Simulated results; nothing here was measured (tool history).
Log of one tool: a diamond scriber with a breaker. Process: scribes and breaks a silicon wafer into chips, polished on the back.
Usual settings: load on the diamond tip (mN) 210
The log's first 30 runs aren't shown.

run	hour	load on the diamond tip (mN)	incoming depth of the damage left on the back of the incoming wafer, um	depth of the median crack under the scribed line (µm)	chips rejected at inspection after the break (%)
31	804.5	240	0.03	14.80	0.86
32	830.9	226	0.04	14.40	0.80
33	902.1	210	0.04	13.45	1.34
34	919.5	210	0.03	13.66	1.45
35	941.5	154	0.03	11.26	7.97
# hour 1043.5: diamond tip replaced by a new one
36	1044.0	243	0.03	15.54	1.48
37	1055.8	254	0.02	16.66	2.03
38	1075.2	210	0.03	14.35	0.78
39	1088.0	257	0.02	16.23	2.21
40	1118.0	270	0.03	16.95	2.86

Forecast each of these 4 alternatives for the next run:
A	1118.5	210	0.01	?	?
B	1118.5	188	0.01	?	?
C	1118.5	237	0.01	?	?
D	1118.5	192	0.01	?	?

run	depth of the median crack under the scribed line (µm)	chips rejected at inspection after the break (%)
A	14.47	0.74
B	13.57	1.43
C	15.55	1.12
D	13.74	1.23
Without the tool's hidden state the same runs would have given:
run	depth of the median crack under the scribed line (µm)	chips rejected at inspection after the break (%)
A	14.67	0.72
B	13.75	1.21
C	15.75	1.32
D	13.92	1.05
